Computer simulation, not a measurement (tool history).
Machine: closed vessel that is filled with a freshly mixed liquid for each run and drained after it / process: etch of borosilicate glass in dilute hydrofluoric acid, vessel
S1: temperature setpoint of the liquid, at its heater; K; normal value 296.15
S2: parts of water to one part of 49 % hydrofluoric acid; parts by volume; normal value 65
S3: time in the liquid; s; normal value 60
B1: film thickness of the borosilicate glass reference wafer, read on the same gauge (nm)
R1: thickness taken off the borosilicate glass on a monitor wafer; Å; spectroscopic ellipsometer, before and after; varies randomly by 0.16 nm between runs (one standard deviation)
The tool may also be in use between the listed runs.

run	hour	S1	S2	S3	B1	R1
1	0	296.15	45	60	120.06	514.6
2	36	296.15	45	60	119.99	513.8
3	97.4	296.15	65	60	119.98	346.3
4	171.9	296.15	65	60	120	347.8
# hour 188: hydrofluoric acid flow meter replaced
5	258	296.15	65	50	120.05	305.3
# hour 295: thermometer replaced
# hour 309.4: gauge calibrated
6	444.6	296.15	65	50	120.01	301.4
7	547.6	296.15	65	60	120.04	359
8	649.6	296.15	65	60	120	357.7
9	751.1	296.15	65	60	120.04	358.7
10	843.6	296.15	65	60	120	360.9
11	951.2	296.15	65	75	120.02	444.1
12	1012.6	291.65	50	90	119.98	582.3
# hour 1023.8: thermometer replaced
13	1055.4	296.15	45	30	120.06	264.7
14	1145.8	291.65	65	35	120.01	172.4
15	1246.5	292.15	75	35	120.04	149.9
16	1347.2	291.65	50	90	119.96	578
17	1438.3	299.65	65	60	119.98	403
18	1514.3	296.15	65	60	119.98	350.2
19	1597.9	296.15	35	60	120.01	676.8
20	1652.5	299.65	90	75	120.02	350.7
21	1729.6	299.65	65	35	119.97	232.5
22	1772.2	296.15	55	40	120.03	278.7
# hour 1793.2: thermometer replaced
23	1878.4	292.65	75	50	119.96	212.8
24	1936.6	296.15	65	60	120.05	344.7
25	2134.8	301.15	80	85	119.99	473.8
26	2238.3	296.15	65	60	119.99	343.8
27	2283.1	296.15	55	40	120.03	273
28	2356.3	294.65	75	30	120	137.9

Run 29 comes next. What will it give?
29	2445	291.65	90	95	?	?

{"run 29": {"B1": 120.03, "R1": 315.3}}
On a tool with no hidden condition, and with the same random variation, this run would have come out at R1 337.4 Å.

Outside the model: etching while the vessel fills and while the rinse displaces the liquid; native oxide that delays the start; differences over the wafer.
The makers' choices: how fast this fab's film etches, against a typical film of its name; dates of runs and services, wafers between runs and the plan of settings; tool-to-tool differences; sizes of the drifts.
